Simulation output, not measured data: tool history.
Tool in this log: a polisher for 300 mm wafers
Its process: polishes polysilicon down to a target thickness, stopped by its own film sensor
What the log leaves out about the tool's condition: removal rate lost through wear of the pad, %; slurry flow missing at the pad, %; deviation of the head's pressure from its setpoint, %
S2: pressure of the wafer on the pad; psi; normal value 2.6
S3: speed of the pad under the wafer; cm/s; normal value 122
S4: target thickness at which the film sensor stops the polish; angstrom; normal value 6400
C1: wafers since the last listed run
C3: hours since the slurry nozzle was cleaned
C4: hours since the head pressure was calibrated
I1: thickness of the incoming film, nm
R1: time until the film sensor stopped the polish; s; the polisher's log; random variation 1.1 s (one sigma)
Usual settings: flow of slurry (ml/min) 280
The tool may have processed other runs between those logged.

Run 1, day 0: usual settings; C1 0; wafers polished on this pad 1590; C3 554.5; C4 821.2; I1 1490.8. Result: R1 97.8 s.
At day 1.267: slurry nozzle cleaned.
Run 2, day 4.35: usual settings; C1 663; wafers polished on this pad 2254; C3 74; C4 925.6; I1 1501. Result: R1 95 s.
At day 5.004: worn pad replaced by a new one.
Run 3, day 5.946: usual settings; C1 220; wafers polished on this pad 145; C3 112.3; C4 963.9; I1 1489.8. Result: R1 94 s.
Run 4, day 8.121: usual settings but S2 1.9 psi; C1 335; wafers polished on this pad 480; C3 164.5; C4 1016.1; I1 1499.2. Result: R1 127.8 s.
At day 10.029: head pressure recalibrated.
Run 5, day 14.825: usual settings but S2 2.9 psi, S4 7340 angstrom; C1 1020; wafers polished on this pad 1500; C3 325.4; C4 115.1; I1 1505. Result: R1 78.4 s.
Run 6, day 17.05: usual settings but flow of slurry (ml/min) 220, S2 3 psi; C1 342; wafers polished on this pad 1843; C3 378.8; C4 168.5; I1 1491.3. Result: R1 88.2 s.
At day 20.838: worn pad replaced by a new one.
Run 7, day 21.096: usual settings but flow of slurry (ml/min) 220, S2 3 psi; C1 597; wafers polished on this pad 39; C3 475.9; C4 265.6; I1 1514.1. Result: R1 90.5 s.
Run 8, day 23.996: usual settings but S2 2.9 psi; C1 446; wafers polished on this pad 486; C3 545.5; C4 335.2; I1 1477.2. Result: R1 86.6 s.
At day 24.183: slurry nozzle cleaned.
Run 9, day 26.821: usual settings but flow of slurry (ml/min) 200; C1 428; wafers polished on this pad 915; C3 63.3; C4 403; I1 1494.8. Result: R1 97.5 s.
Run 10, day 31.242: usual settings but flow of slurry (ml/min) 200; C1 681; wafers polished on this pad 1596; C3 169.4; C4 509.1; I1 1485.4. Result: R1 97.9 s.
At day 34.608: worn pad replaced by a new one.
Run 11, day 39.596: usual settings; C1 1261; wafers polished on this pad 768; C3 369.9; C4 709.6; I1 1475.3. Result: R1 93.5 s.
Run 12, day 41.408: usual settings; C1 279; wafers polished on this pad 1048; C3 413.4; C4 753.1; I1 1497. Result: R1 97.6 s.
Run 13, day 44.467: usual settings; C1 471; wafers polished on this pad 1519; C3 486.8; C4 826.5; I1 1498.7. Result: R1 96.5 s.
Run 14, day 47.792: usual settings but flow of slurry (ml/min) 360, S2 2.4 psi, S3 146 cm/s; C1 512; wafers polished on this pad 2031; C3 566.6; C4 906.3; I1 1480.1. Result: R1 86.1 s.
At day 50.879: worn pad replaced by a new one.
At day 52.917: slurry nozzle cleaned.
Run 15, day 53.688: usual settings but flow of slurry (ml/min) 355, S4 3490 angstrom; C1 876; wafers polished on this pad 426; C3 18.5; C4 1047.8; I1 1475.6. Result: R1 119.4 s.
Run 16, day 58.104: usual settings; C1 680; wafers polished on this pad 1107; C3 124.5; C4 1153.8; I1 1478.5. Result: R1 91.7 s.
At day 58.842: head pressure recalibrated.
Run 17, day 60.704: usual settings but flow of slurry (ml/min) 335, S2 3 psi, S4 3690 angstrom; C1 387; wafers polished on this pad 1495; C3 186.9; C4 44.7; I1 1479.4. Result: R1 104.5 s.
Run 18, day 63.888: usual settings but S4 8070 angstrom; C1 490; wafers polished on this pad 1985; C3 263.3; C4 121.1; I1 1489.4. Result: R1 76 s.
At day 66.179: worn pad replaced by a new one.
Run 19, day 67: usual settings but S3 156 cm/s, S4 4180 angstrom; C1 454; wafers polished on this pad 126; C3 338; C4 195.8; I1 1494.7. Result: R1 95.6 s.
Run 20, day 69.775: usual settings; C1 427; wafers polished on this pad 554; C3 404.6; C4 262.4; I1 1509.2. Result: R1 97.9 s.
Run 21, day 73.196: usual settings but flow of slurry (ml/min) 240; C1 527; wafers polished on this pad 1081; C3 486.7; C4 344.5; I1 1483.2. Result: R1 96.9 s.
Run 22, day 75.079: usual settings but S2 2 psi, S3 144 cm/s; C1 290; wafers polished on this pad 1371; C3 531.9; C4 389.7; I1 1498.5. Result: R1 107.6 s.
Run 23, day 76.738: usual settings but flow of slurry (ml/min) 235, S3 142 cm/s, S4 9120 angstrom; C1 255; wafers polished on this pad 1627; C3 571.7; C4 429.5; I1 1485.4. Result: R1 58.7 s.
At day 79.617: slurry nozzle cleaned.
Run 24, day 79.838: usual settings but S2 2 psi, S3 144 cm/s; C1 471; wafers polished on this pad 2098; C3 5.3; C4 503.9; I1 1499.5. Result: R1 101.1 s.

Here are 3 independent what-if runs from the current tool condition. What would each one return?
Run A, day 79.854: usual settings; C1 2; wafers polished on this pad 2101; C3 5.7; C4 504.3; I1 1483.3. Result: R1 ?.
Run B, day 79.854: usual settings but flow of slurry (ml/min) 195; C1 2; wafers polished on this pad 2101; C3 5.7; C4 504.3; I1 1483.3. Result: R1 ?.
Run C, day 79.854: usual settings but S4 7760 angstrom; C1 2; wafers polished on this pad 2101; C3 5.7; C4 504.3; I1 1483.3. Result: R1 ?.

run    R1
  A  92.8
  B  97.3
  C  77.8
The same runs, with their run-to-run variation unchanged, on a tool lacking any hidden condition would have given:
run    R1
  A  92.7
  B  97.2
  C  77.7
